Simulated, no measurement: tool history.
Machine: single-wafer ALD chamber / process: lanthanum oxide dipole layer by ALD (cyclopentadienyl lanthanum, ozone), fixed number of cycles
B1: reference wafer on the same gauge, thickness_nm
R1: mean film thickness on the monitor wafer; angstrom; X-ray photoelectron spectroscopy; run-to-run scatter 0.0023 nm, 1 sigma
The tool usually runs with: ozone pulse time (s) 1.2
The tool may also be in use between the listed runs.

Run 1, hour 0: usual settings; B1 0.46. Result: R1 5.01 angstrom.
Run 2, hour 28.7: usual settings; B1 0.46. Result: R1 5 angstrom.
Run 3, hour 51: usual settings; B1 0.46. Result: R1 4.99 angstrom.
Run 4, hour 73.7: usual settings; B1 0.461. Result: R1 5 angstrom.
Run 5, hour 93.6: usual settings; B1 0.46. Result: R1 4.98 angstrom.
Run 6, hour 128.7: usual settings; B1 0.459. Result: R1 4.98 angstrom.
Run 7, hour 141.3: usual settings but ozone pulse time (s) 1.43; B1 0.46. Result: R1 5.29 angstrom.
Run 8, hour 156.1: usual settings but ozone pulse time (s) 1.43; B1 0.46. Result: R1 5.28 angstrom.
Run 9, hour 181.1: usual settings; B1 0.459. Result: R1 4.94 angstrom.
Run 10, hour 201.8: usual settings; B1 0.46. Result: R1 4.96 angstrom.
At hour 226.6: gauge calibrated.
Run 11, hour 234.7: usual settings but ozone pulse time (s) 1.42; B1 0.46. Result: R1 5.27 angstrom.
Run 12, hour 267.4: usual settings but ozone pulse time (s) 1.34; B1 0.46. Result: R1 5.15 angstrom.
Run 13, hour 285.1: usual settings but ozone pulse time (s) 1.44; B1 0.461. Result: R1 5.3 angstrom.
At hour 312: ozone generator serviced.
Run 14, hour 314.9: usual settings but ozone pulse time (s) 1.5; B1 0.46. Result: R1 5.55 angstrom.
Run 15, hour 344: usual settings but ozone pulse time (s) 1.4; B1 0.461. Result: R1 5.49 angstrom.
Run 16, hour 363.7: usual settings but ozone pulse time (s) 0.79; B1 0.46. Result: R1 4.34 angstrom.
Run 17, hour 378.6: usual settings but ozone pulse time (s) 1.48; B1 0.46. Result: R1 5.55 angstrom.
Run 18, hour 413.5: usual settings but ozone pulse time (s) 0.77; B1 0.459. Result: R1 4.28 angstrom.
Run 19, hour 444.7: usual settings but ozone pulse time (s) 0.74; B1 0.459. Result: R1 4.12 angstrom.
Run 20, hour 477.7: usual settings but ozone pulse time (s) 1.51; B1 0.461. Result: R1 5.57 angstrom.
Run 21, hour 490.5: usual settings but ozone pulse time (s) 1.41; B1 0.461. Result: R1 5.49 angstrom.
At hour 504.8: showerhead replaced.
Run 22, hour 519.2: usual settings but ozone pulse time (s) 0.85; B1 0.46. Result: R1 4.5 angstrom.
At hour 543.3: thermocouple changed; heater temperature recalibrated.
Run 23, hour 543.8: usual settings but ozone pulse time (s) 1.46; B1 0.46. Result: R1 5.47 angstrom.
Run 24, hour 560.6: usual settings but ozone pulse time (s) 0.9; B1 0.46. Result: R1 4.65 angstrom.
Run 25, hour 577.5: usual settings; B1 0.46. Result: R1 5.25 angstrom.
Run 26, hour 597.7: usual settings but ozone pulse time (s) 1.47; B1 0.46. Result: R1 5.51 angstrom.
Run 27, hour 633.2: usual settings; B1 0.459. Result: R1 5.23 angstrom.
Run 28, hour 649: usual settings; B1 0.461. Result: R1 5.25 angstrom.
Run 29, hour 663.6: usual settings but ozone pulse time (s) 0.81; B1 0.46. Result: R1 4.37 angstrom.
Run 30, hour 680.1: usual settings; B1 0.46. Result: R1 5.21 angstrom.
Run 31, hour 706.6: usual settings but ozone pulse time (s) 1.01; B1 0.46. Result: R1 4.88 angstrom.
Run 32, hour 724.7: usual settings; B1 0.459. Result: R1 5.21 angstrom.
Run 33, hour 757.1: usual settings but ozone pulse time (s) 1.59; B1 0.459. Result: R1 5.58 angstrom.

Pick out some run-to-run changes in R1. Of each, how much would a tool without hidden state show as well, from the settings, what came in and chance, and how much is left for the hidden state and any gauge scatter not in both results compared?
Hidden state present: wafer temperature above the value expected at the setpoint (K); ozone dose above that of a generator just serviced (%); gauge reads high (%).
Run 6 -> 7: ozone pulse time (s) 1.2 -> 1.43. R1 +0.31 angstrom: hidden state +0.08, all else +0.23.
Run 8 -> 9: ozone pulse time (s) 1.43 -> 1.2. R1 -0.34 angstrom: hidden state -0.09, all else -0.25.
Run 13 -> 14: ozone pulse time (s) 1.44 -> 1.5, ozone generator serviced. R1 +0.25 angstrom: hidden state +0.26, all else -0.01.
Run 16 -> 17: ozone pulse time (s) 0.79 -> 1.48. R1 +1.21 angstrom: hidden state +0.02, all else +1.19.
Run 17 -> 18: ozone pulse time (s) 1.48 -> 0.77. R1 -1.27 angstrom: hidden state -0.03, all else -1.24.
Run 19 -> 20: ozone pulse time (s) 0.74 -> 1.51. R1 +1.45 angstrom: hidden state +0.04, all else +1.41.
